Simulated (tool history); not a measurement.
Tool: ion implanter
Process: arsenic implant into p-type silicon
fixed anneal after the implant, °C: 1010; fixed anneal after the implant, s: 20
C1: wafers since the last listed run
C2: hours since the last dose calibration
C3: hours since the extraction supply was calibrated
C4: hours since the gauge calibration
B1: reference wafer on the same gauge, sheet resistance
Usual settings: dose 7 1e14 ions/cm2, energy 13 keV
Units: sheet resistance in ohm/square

Run 1, day 0: usual settings; C1 0; C2 524.4; C3 3712.2; C4 231.7; B1 197.01. Result: sheet resistance 178.71 ohm/square.
Run 2, day 0.629: usual settings; C1 185; C2 539.5; C3 3727.3; C4 246.8; B1 196.96. Result: sheet resistance 178.43 ohm/square.
Run 3, day 2.075: usual settings; C1 425; C2 574.2; C3 3762; C4 281.5; B1 197.13. Result: sheet resistance 179.16 ohm/square.
Run 4, day 3.038: usual settings; C1 283; C2 597.3; C3 3785.1; C4 304.6; B1 197.18. Result: sheet resistance 178.04 ohm/square.
Run 5, day 3.742: usual settings; C1 207; C2 614.2; C3 3802; C4 321.5; B1 196.89. Result: sheet resistance 178.9 ohm/square.
Run 6, day 4.383: usual settings; C1 188; C2 629.6; C3 3817.4; C4 336.9; B1 196.96. Result: sheet resistance 177.31 ohm/square.
Run 7, day 5.454: usual settings; C1 314; C2 655.3; C3 3843.1; C4 362.6; B1 197.06. Result: sheet resistance 178.28 ohm/square.
Run 8, day 6.162: usual settings but energy 14.5 keV; C1 208; C2 672.3; C3 3860.1; C4 379.6; B1 197.03. Result: sheet resistance 175.53 ohm/square.
Run 9, day 6.788: usual settings but energy 14 keV; C1 183; C2 687.3; C3 3875.1; C4 394.6; B1 197.29. Result: sheet resistance 176.43 ohm/square.
Run 10, day 7.488: usual settings but energy 14 keV; C1 205; C2 704.1; C3 3891.9; C4 411.4; B1 196.9. Result: sheet resistance 176.36 ohm/square.
Run 11, day 8.35: usual settings but dose 5.35 1e14 ions/cm2, energy 16 keV; C1 253; C2 724.8; C3 3912.6; C4 432.1; B1 197.16. Result: sheet resistance 207.08 ohm/square.
Run 12, day 9.733: usual settings but dose 5.35 1e14 ions/cm2, energy 16 keV; C1 406; C2 758; C3 3945.8; C4 465.3; B1 196.97. Result: sheet resistance 207.24 ohm/square.
Run 13, day 10.433: usual settings but dose 5.35 1e14 ions/cm2, energy 16 keV; C1 205; C2 774.8; C3 3962.6; C4 482.1; B1 197.19. Result: sheet resistance 207.16 ohm/square.
Run 14, day 11.612: usual settings; C1 346; C2 803.1; C3 3990.9; C4 510.4; B1 197.03. Result: sheet resistance 177.57 ohm/square.
At day 12.033: extraction supply calibrated.
Run 15, day 12.254: usual settings; C1 90; C2 818.5; C3 5.3; C4 525.8; B1 196.84. Result: sheet resistance 178.34 ohm/square.
At day 13.408: gauge calibrated.
Run 16, day 13.754: usual settings but energy 10.5 keV; C1 441; C2 854.5; C3 41.3; C4 8.3; B1 197.04. Result: sheet resistance 182.17 ohm/square.
Run 17, day 15.079: usual settings but energy 17 keV; C1 389; C2 886.3; C3 73.1; C4 40.1; B1 196.93. Result: sheet resistance 171.15 ohm/square.
Run 18, day 15.992: usual settings but dose 7.73 1e14 ions/cm2, energy 10 keV; C1 268; C2 908.2; C3 95; C4 62; B1 197.02. Result: sheet resistance 172 ohm/square.
Run 19, day 16.958: usual settings but energy 10 keV; C1 284; C2 931.4; C3 118.2; C4 85.2; B1 196.81. Result: sheet resistance 183.25 ohm/square.
At day 17.679: Faraday cup replaced and dose calibrated.
Run 20, day 18.246: usual settings but dose 8.13 1e14 ions/cm2, energy 9.5 keV; C1 280; C2 13.6; C3 149.1; C4 116.1; B1 196.78. Result: sheet resistance 179.26 ohm/square.
Run 21, day 19: usual settings but dose 8.34 1e14 ions/cm2, energy 15.5 keV; C1 221; C2 31.7; C3 167.2; C4 134.2; B1 196.96. Result: sheet resistance 165.24 ohm/square.
Run 22, day 20.129: usual settings but dose 5.03 1e14 ions/cm2, energy 16.5 keV; C1 332; C2 58.8; C3 194.3; C4 161.3; B1 196.98. Result: sheet resistance 231.99 ohm/square.
Run 23, day 21.3: usual settings but dose 8.81 1e14 ions/cm2, energy 12 keV; C1 344; C2 86.9; C3 222.4; C4 189.4; B1 197.08. Result: sheet resistance 165.67 ohm/square.
At day 21.762: Faraday cup replaced and dose calibrated, repeated, since the last time left the tool worse.
Run 24, day 22.092: usual settings but dose 8.42 1e14 ions/cm2, energy 11 keV; C1 134; C2 7.9; C3 241.4; C4 208.4; B1 197.18. Result: sheet resistance 167.59 ohm/square.
Run 25, day 23.033: usual settings but energy 11.5 keV; C1 276; C2 30.5; C3 264; C4 231; B1 196.82. Result: sheet resistance 185.45 ohm/square.
Run 26, day 24.046: usual settings but dose 8.94 1e14 ions/cm2, energy 16 keV; C1 297; C2 54.8; C3 288.3; C4 255.3; B1 197.15. Result: sheet resistance 152.73 ohm/square.
Run 27, day 25.246: usual settings; C1 352; C2 83.6; C3 317.1; C4 284.1; B1 196.66. Result: sheet resistance 182.81 ohm/square.
Run 28, day 26.025: usual settings but energy 17.5 keV; C1 229; C2 102.3; C3 335.8; C4 302.8; B1 196.99. Result: sheet resistance 175.4 ohm/square.
Run 29, day 26.842: usual settings but energy 15 keV; C1 240; C2 121.9; C3 355.4; C4 322.4; B1 197.01. Result: sheet resistance 178.79 ohm/square.
Run 30, day 27.379: usual settings but dose 7.91 1e14 ions/cm2; C1 158; C2 134.8; C3 368.3; C4 335.3; B1 196.98. Result: sheet resistance 169.48 ohm/square.
Run 31, day 28.35: usual settings; C1 285; C2 158.1; C3 391.6; C4 358.6; B1 197. Result: sheet resistance 181.28 ohm/square.
Run 32, day 29.292: usual settings; C1 276; C2 180.7; C3 414.2; C4 381.2; B1 196.77. Result: sheet resistance 182.02 ohm/square.

Some steps in sheet resistance between neighbouring runs. How much of each would the tool show without its hidden state too (settings, what came in, random variation), and how much is left for the hidden state, with any gauge scatter that isn't in both results?
The hidden state here: deviation of the true dose from the Faraday cup's reading, %; deviation of the true energy from its setpoint, %; gauge reads high (%).
Run 19 -> 20: dose 7 -> 8.13, energy 10 -> 9.5, Faraday cup replaced and dose calibrated. sheet resistance -3.99 ohm/square: hidden state +10.48, all else -14.47.
Run 21 -> 22: dose 8.34 -> 5.03, energy 15.5 -> 16.5. sheet resistance +66.75 ohm/square: hidden state +3.84, all else +62.91.
Run 22 -> 23: dose 5.03 -> 8.81, energy 16.5 -> 12. sheet resistance -66.32 ohm/square: hidden state -4.8, all else -61.52.
Run 23 -> 24: dose 8.81 -> 8.42, energy 12 -> 11, Faraday cup replaced and dose calibrated, repeated, since the last time left the tool worse. sheet resistance +1.92 ohm/square: hidden state -4.26, all else +6.18.
Run 25 -> 26: dose 7 -> 8.94, energy 11.5 -> 16. sheet resistance -32.72 ohm/square: hidden state -0.46, all else -32.26.
